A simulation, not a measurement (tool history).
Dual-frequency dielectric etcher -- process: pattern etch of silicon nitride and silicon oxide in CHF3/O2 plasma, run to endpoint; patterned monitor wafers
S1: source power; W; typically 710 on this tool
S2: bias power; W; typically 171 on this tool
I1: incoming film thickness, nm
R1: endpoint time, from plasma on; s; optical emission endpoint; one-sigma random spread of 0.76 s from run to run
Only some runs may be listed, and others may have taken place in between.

Run 1, hour 0.0: usual settings but S2 147 W; I1 293.0. Result: R1 197.1 s.
Run 2, hour 26.2: usual settings but S2 147 W; I1 290.2. Result: R1 196.0 s.
Run 3, hour 32.5: usual settings; I1 293.1. Result: R1 187.8 s.
Run 4, hour 39.5: usual settings; I1 289.9. Result: R1 184.6 s.
Run 5, hour 52.5: usual settings; I1 296.9. Result: R1 190.7 s.
At hour 85.7: wet clean of the chamber.
Run 6, hour 86.2: usual settings; I1 293.7. Result: R1 179.7 s.
Run 7, hour 86.5: usual settings; I1 290.3. Result: R1 176.6 s.
Run 8, hour 86.9: usual settings but S1 850 W, S2 194 W; I1 292.8. Result: R1 158.7 s.
Run 9, hour 101.7: usual settings but S1 850 W, S2 194 W; I1 292.4. Result: R1 160.1 s.
Run 10, hour 115.1: usual settings but S1 850 W, S2 194 W; I1 293.9. Result: R1 160.4 s.
Run 11, hour 123.6: usual settings; I1 291.2. Result: R1 177.7 s.
Run 12, hour 135.6: usual settings but S2 154 W; I1 293.3. Result: R1 186.6 s.

The next listed run, before its measurement:
Run 13, hour 144.4: usual settings but S1 660 W, S2 193 W; I1 290.7. Result: R1 ?.

{"run 13": {"R1": 175.6}}
With the hidden condition absent and the run-to-run variation left alone, this run would have shown R1 175.2 s.
